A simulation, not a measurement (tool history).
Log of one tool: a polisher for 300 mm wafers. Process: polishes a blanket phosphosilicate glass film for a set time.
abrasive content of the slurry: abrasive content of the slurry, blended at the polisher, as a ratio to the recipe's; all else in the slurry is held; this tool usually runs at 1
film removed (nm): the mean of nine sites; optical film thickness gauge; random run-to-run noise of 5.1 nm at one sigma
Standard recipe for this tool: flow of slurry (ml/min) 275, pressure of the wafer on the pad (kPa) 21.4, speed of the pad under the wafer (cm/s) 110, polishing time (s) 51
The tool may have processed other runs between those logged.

run     day  flow of slurry (ml/min)  pressure of the wafer on the pad (kPa)  speed of the pad under the wafer (cm/s)  abrasive content of the slurry  polishing time (s)  incoming thickness of the incoming film, nm  film removed (nm)
  1       0                      275                                    21.4                                      110                               1                  51                                       3045.9                445
      0.162  -- slurry blender recalibrated
  2   0.804                      275                                    21.4                                      110                               1                  51                                       3003.5              448.2
  3   1.492                      275                                    23.4                                      110                               1                  51                                       3058.4                476
  4   2.758                      275                                    21.4                                      110                               1                  51                                       3006.8              441.4
      3.642  -- worn pad replaced by a new one
  5   3.758                      275                                    21.4                                      110                               1                  51                                       3014.3              451.8
  6   4.871                      275                                    21.4                                      110                               1                  51                                       2990.8              446.6
  7   6.279                      275                                    21.4                                      110                               1                  51                                       3018.1              451.1
      7.175  -- slurry blender recalibrated
  8   7.229                      275                                    21.4                                      110                               1                  51                                       3047.3              436.9
  9   8.371                      275                                    21.4                                      110                               1                  51                                       3040.1              441.6
      9.617  -- slurry nozzle cleaned
      9.646  -- worn pad replaced by a new one
 10  10.058                      275                                    21.4                                      110                               1                  51                                       2997.6              444.4
     10.325  -- conditioning disc replaced and pad reconditioned
 11  10.608                      275                                    21.4                                      132                               1                  51                                       3029.5              577.2
     13.779  -- slurry blender recalibrated
 12  14.392                      275                                    21.4                                      110                               1                  65                                       3010.9                608
 13  15.729                      275                                    21.4                                      110                               1                  51                                       3007.8              463.6
     16.117  -- worn pad replaced by a new one
 14  16.625                      275                                    26.2                                      110                               1                  59                                       2955.3              651.4
 15  17.304                      275                                    26.2                                      110                               1                  59                                       3045.3              638.7
 16    18.3                      345                                    21.4                                      140                            0.85                  51                                       3032.7              513.7
 17      19                      275                                    21.4                                      110                               1                  51                                       2988.5                458
     19.888  -- slurry blender recalibrated
 18  20.133                      275                                    21.4                                      110                               1                  51                                       3005.1              453.5
 19  21.238                      370                                    21.4                                      110                               1                  41                                       2982.3              370.2
     21.542  -- head pressure recalibrated
     22.196  -- worn pad replaced by a new one
 20  22.575                      185                                    24.8                                       80                               1                  38                                       3024.4              290.8
 21  24.038                      245                                    21.4                                      110                               1                  51                                       2994.9              446.3
     25.138  -- slurry blender recalibrated
 22  25.158                      275                                    21.4                                      110                               1                  51                                       3007.9              440.6
 23   26.15                      325                                    26.2                                      110                             0.9                  34                                       2959.1              334.8
 24  26.838                      250                                    26.9                                      110                             1.1                  58                                         3006              633.3
 25  28.079                      235                                    21.4                                      110                               1                  63                                       2992.6              540.9

For some of the steps in film removed (nm) from one run to the next: how much would appear even if the tool had no hidden state, given the settings, what came in and random variation, and how much remains for the hidden state plus any gauge scatter that the measured result and the result without hidden state don't share?
The tool's hidden condition here consists of: removal rate lost through wear of the pad, %; slurry flow missing at the pad, %; deviation of the head's pressure from its setpoint, %; abrasive missing from the slurry, %; time polished since the conditioner stopped cutting, s.
Run 10 -> 11: speed of the pad under the wafer (cm/s) 110 -> 132, conditioning disc replaced and pad reconditioned. film removed (nm) +132.8: hidden state +63.4, all else +69.4.
Run 13 -> 14: pressure of the wafer on the pad (kPa) 21.4 -> 26.2, polishing time (s) 51 -> 59, worn pad replaced by a new one. film removed (nm) +187.8: hidden state -31.8, all else +219.6.
Run 23 -> 24: flow of slurry (ml/min) 325 -> 250, pressure of the wafer on the pad (kPa) 26.2 -> 26.9, abrasive content of the slurry 0.9 -> 1.1, polishing time (s) 34 -> 58. film removed (nm) +298.5: hidden state -52.3, all else +350.8.

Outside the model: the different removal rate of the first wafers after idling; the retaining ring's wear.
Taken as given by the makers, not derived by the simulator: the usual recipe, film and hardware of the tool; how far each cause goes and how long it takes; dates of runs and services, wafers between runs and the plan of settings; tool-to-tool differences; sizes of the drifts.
